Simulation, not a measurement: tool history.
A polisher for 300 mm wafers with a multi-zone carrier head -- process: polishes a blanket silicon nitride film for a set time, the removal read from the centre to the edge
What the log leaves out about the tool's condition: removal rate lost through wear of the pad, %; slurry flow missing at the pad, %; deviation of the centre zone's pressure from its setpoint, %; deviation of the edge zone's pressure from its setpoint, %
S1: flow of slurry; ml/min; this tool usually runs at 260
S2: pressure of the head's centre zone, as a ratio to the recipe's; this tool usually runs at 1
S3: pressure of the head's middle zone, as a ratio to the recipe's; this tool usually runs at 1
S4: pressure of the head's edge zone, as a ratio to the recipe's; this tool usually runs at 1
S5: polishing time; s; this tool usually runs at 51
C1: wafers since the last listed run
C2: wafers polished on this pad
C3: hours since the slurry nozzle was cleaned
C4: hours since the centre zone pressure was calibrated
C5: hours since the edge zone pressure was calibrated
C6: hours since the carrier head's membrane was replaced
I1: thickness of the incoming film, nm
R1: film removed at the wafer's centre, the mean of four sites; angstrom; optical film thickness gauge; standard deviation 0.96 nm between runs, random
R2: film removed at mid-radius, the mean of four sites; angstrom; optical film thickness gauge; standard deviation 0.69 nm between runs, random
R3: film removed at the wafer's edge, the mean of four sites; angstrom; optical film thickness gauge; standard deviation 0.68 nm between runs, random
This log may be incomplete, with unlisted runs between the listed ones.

run   hour   S1    S2    S3    S4  S5   C1    C2     C3     C4     C5      C6     I1   R1   R2   R3
  1      0  260     1     1  0.92  51    0  2877  461.2  122.3  350.6  1685.9  826.9  543  557  550
      48.4  -- edge zone pressure recalibrated
  2     53  260  0.95     1  1.05  51  691  3569  514.2  175.3    4.6  1738.9  821.1  519  551  568
      90.6  -- slurry nozzle cleaned
      90.8  -- carrier head's membrane replaced by a new one
  3   98.3  260     1     1     1  51  598  4167    7.7  220.6   49.9     7.5  816.1  566  599  581
  4  162.9  260     1     1  0.92  51  876  5043   72.3  285.2  114.5    72.1  827.4  564  567  541
     175.5  -- worn pad replaced by a new one
  5  222.8  260     1     1     1  61  758   641  132.2  345.1  174.4     132  820.1  733  743  754
  6  291.5  310     1     1     1  51  931  1573  200.9  413.8  243.1   200.7    810  604  614  598
  7    347  260     1     1     1  51  752  2326  256.4  469.3  298.6   256.2  822.7  583  570  577
     389.9  -- centre zone pressure recalibrated
  8  393.3  185     1     1     1  43  600  2927  302.7    3.4  344.9   302.5  806.3  423  436  446
  9  432.3  235  0.93     1     1  45  529  3456  341.7   42.4  383.9   341.5  823.3  433  475  490
     475.4  -- edge zone pressure recalibrated
 10  478.4  260  0.94  0.96  0.91  51  598  4054  387.8   88.5      3   387.6  819.5  502  514  531
 11    517  260  1.08     1     1  33  523  4578  426.4  127.1   41.6   426.2  813.5  345  338  348
       522  -- worn pad replaced by a new one
 12  542.3  260     1     1  0.89  51  288   275  451.7  152.4   66.9   451.5  827.1  583  601  577
     556.3  -- slurry nozzle cleaned
 13  577.3  260     1  1.08  0.89  61  461   736     21  187.4  101.9   486.5  809.8  758  820  713
 14  633.3  290  1.07  1.05     1  51  759  1496     77  243.4  157.9   542.5  825.3  640  658  619
 15  680.6  260     1  0.97  1.07  51  641  2137  124.3  290.7  205.2   589.8  815.5  587  589  615
 16  751.7  350  1.05  0.96     1  44  964  3102  195.4  361.8  276.3   660.9  824.6  530  502  517
 17  778.1  260     1  1.11  1.09  51  358  3460  221.8  388.2  302.7   687.3  818.6  553  630  601
 18  831.6  190     1     1  0.92  51  725  4186  275.3  441.7  356.2   740.8  817.1  494  499  512
 19  878.2  260   1.1  1.07  0.96  57  632  4818  321.9  488.3  402.8   787.4  820.2  624  622  589
     899.9  -- worn pad replaced by a new one
       901  -- edge zone pressure recalibrated
 20  917.9  310  0.92     1   1.1  51  469   229  361.6    528   16.9   827.1  810.2  576  626  657
 21  972.3  260     1     1     1  51  737   967    416  582.4   71.3   881.5  808.3  582  586  604

What differs in the tool's unlogged condition from the final listed run ahead of each entry between runs to the first listed run following it?
From run 1 to run 2: edge zone pressure recalibrated (hour 48.4)
  removal rate lost through wear of the pad, %: 7.95 -> 9.78; slurry flow missing at the pad, %: 41.5 -> 42.3
  measured value less the no-hidden-state value, R1: -112 -> -123 angstrom; R2: -108 -> -122 angstrom; R3: -90 -> -108 angstrom
From run 2 to run 3: slurry nozzle cleaned (hour 90.6); carrier head's membrane replaced by a new one (hour 90.8)
  removal rate lost through wear of the pad, %: 9.78 -> 11.3; slurry flow missing at the pad, %: 42.3 -> 6.08
  measured value less the no-hidden-state value, R1: -123 -> -78 angstrom; R2: -122 -> -82 angstrom; R3: -108 -> -78 angstrom
From run 4 to run 5: worn pad replaced by a new one (hour 175.5)
  removal rate lost through wear of the pad, %: 13.6 -> 3.35; slurry flow missing at the pad, %: 18.5 -> 26.6
  measured value less the no-hidden-state value, R1: -109 -> -66 angstrom; R2: -108 -> -63 angstrom; R3: -99 -> -54 angstrom
From run 7 to run 8: centre zone pressure recalibrated (hour 389.9)
  removal rate lost through wear of the pad, %: 7.63 -> 9.22; slurry flow missing at the pad, %: 36.7 -> 38.9
  measured value less the no-hidden-state value, R1: -104 -> -111 angstrom; R2: -95 -> -105 angstrom; R3: -83 -> -89 angstrom
From run 9 to run 10: edge zone pressure recalibrated (hour 475.4)
  removal rate lost through wear of the pad, %: 10.6 -> 12.1; slurry flow missing at the pad, %: 40.4 -> 41.8
  measured value less the no-hidden-state value, R1: -108 -> -133 angstrom; R2: -112 -> -129 angstrom; R3: -99 -> -117 angstrom
From run 11 to run 12: worn pad replaced by a new one (hour 522)
  removal rate lost through wear of the pad, %: 13.5 -> 1.69; slurry flow missing at the pad, %: 42.7 -> 43.2
  measured value less the no-hidden-state value, R1: -100 -> -80 angstrom; R2: -93 -> -75 angstrom; R3: -84 -> -55 angstrom
From run 12 to run 13: slurry nozzle cleaned (hour 556.3)
  removal rate lost through wear of the pad, %: 1.69 -> 2.9; slurry flow missing at the pad, %: 43.2 -> 7.97
  measured value less the no-hidden-state value, R1: -80 -> -32 angstrom; R2: -75 -> -34 angstrom; R3: -55 -> -27 angstrom
From run 19 to run 20: worn pad replaced by a new one (hour 899.9); edge zone pressure recalibrated (hour 901)
  removal rate lost through wear of the pad, %: 13.2 -> 2.15; slurry flow missing at the pad, %: 38.6 -> 40
  measured value less the no-hidden-state value, R1: -165 -> -62 angstrom; R2: -157 -> -62 angstrom; R3: -132 -> -53 angstrom
